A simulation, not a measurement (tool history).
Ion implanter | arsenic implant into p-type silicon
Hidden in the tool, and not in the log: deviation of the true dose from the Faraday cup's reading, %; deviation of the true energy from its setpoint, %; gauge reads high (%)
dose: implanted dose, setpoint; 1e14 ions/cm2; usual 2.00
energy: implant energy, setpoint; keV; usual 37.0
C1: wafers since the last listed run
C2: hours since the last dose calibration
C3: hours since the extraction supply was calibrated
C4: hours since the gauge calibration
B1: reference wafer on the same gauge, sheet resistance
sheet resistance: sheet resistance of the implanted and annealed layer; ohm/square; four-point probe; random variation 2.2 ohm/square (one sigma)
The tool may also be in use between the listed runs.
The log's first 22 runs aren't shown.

Run 23, hour 335.5: usual settings but dose 1.54 1e14 ions/cm2, energy 25.0 keV; C1 272; C2 163.1; C3 155.1; C4 151.2; B1 414.02. Result: sheet resistance 485.89 ohm/square.
Run 24, hour 352.4: usual settings; C1 261; C2 180.0; C3 172.0; C4 168.1; B1 413.44. Result: sheet resistance 377.40 ohm/square.
Run 25, hour 359.6: usual settings but energy 43.0 keV; C1 111; C2 187.2; C3 179.2; C4 175.3; B1 413.42. Result: sheet resistance 371.71 ohm/square.
Run 26, hour 369.3: usual settings but dose 2.48 1e14 ions/cm2, energy 44.5 keV; C1 150; C2 196.9; C3 188.9; C4 185.0; B1 414.44. Result: sheet resistance 312.62 ohm/square.
Run 27, hour 386.2: usual settings; C1 261; C2 213.8; C3 205.8; C4 201.9; B1 414.12. Result: sheet resistance 374.43 ohm/square.
Run 28, hour 402.2: usual settings but dose 2.17 1e14 ions/cm2, energy 40.5 keV; C1 247; C2 229.8; C3 221.8; C4 217.9; B1 414.15. Result: sheet resistance 352.01 ohm/square.
Run 29, hour 439.8: usual settings but dose 2.14 1e14 ions/cm2, energy 43.5 keV; C1 581; C2 267.4; C3 259.4; C4 255.5; B1 413.18. Result: sheet resistance 346.66 ohm/square.
Run 30, hour 447.2: usual settings but dose 1.45 1e14 ions/cm2, energy 48.0 keV; C1 114; C2 274.8; C3 266.8; C4 262.9; B1 414.35. Result: sheet resistance 453.75 ohm/square.
Run 31, hour 463.7: usual settings; C1 255; C2 291.3; C3 283.3; C4 279.4; B1 414.80. Result: sheet resistance 374.82 ohm/square.
Run 32, hour 479.4: usual settings; C1 242; C2 307.0; C3 299.0; C4 295.1; B1 413.65. Result: sheet resistance 373.97 ohm/square.
Run 33, hour 490.1: usual settings but dose 1.68 1e14 ions/cm2, energy 46.0 keV; C1 165; C2 317.7; C3 309.7; C4 305.8; B1 414.18. Result: sheet resistance 405.62 ohm/square.
Run 34, hour 503.3: usual settings but dose 1.63 1e14 ions/cm2, energy 45.0 keV; C1 204; C2 330.9; C3 322.9; C4 319.0; B1 413.91. Result: sheet resistance 419.14 ohm/square.
Run 35, hour 512.4: usual settings but dose 1.63 1e14 ions/cm2, energy 33.0 keV; C1 140; C2 340.0; C3 332.0; C4 328.1; B1 414.45. Result: sheet resistance 441.06 ohm/square.
Run 36, hour 521.4: usual settings but dose 1.57 1e14 ions/cm2, energy 42.0 keV; C1 139; C2 349.0; C3 341.0; C4 337.1; B1 413.84. Result: sheet resistance 430.82 ohm/square.
Run 37, hour 532.4: usual settings but dose 2.51 1e14 ions/cm2, energy 42.5 keV; C1 170; C2 360.0; C3 352.0; C4 348.1; B1 413.41. Result: sheet resistance 311.70 ohm/square.

Forecast each of these 4 alternatives for the next run:
Run A, hour 532.8: usual settings but dose 2.54 1e14 ions/cm2; C1 6; C2 360.4; C3 352.4; C4 348.5; B1 ?. Result: sheet resistance ?.
Run B, hour 532.8: usual settings but dose 2.39 1e14 ions/cm2, energy 28.0 keV; C1 6; C2 360.4; C3 352.4; C4 348.5; B1 ?. Result: sheet resistance ?.
Run C, hour 532.8: usual settings but dose 1.67 1e14 ions/cm2, energy 24.5 keV; C1 6; C2 360.4; C3 352.4; C4 348.5; B1 ?. Result: sheet resistance ?.
Run D, hour 532.8: usual settings but dose 2.34 1e14 ions/cm2; C1 6; C2 360.4; C3 352.4; C4 348.5; B1 ?. Result: sheet resistance ?.

run      B1  sheet resistance
  A  413.70            309.52
  B  413.70            337.15
  C  413.70            448.11
  D  413.70            328.87
Without the tool's hidden state the same runs would have given:
run  sheet resistance
  A            312.68
  B            340.61
  C            452.63
  D            332.21
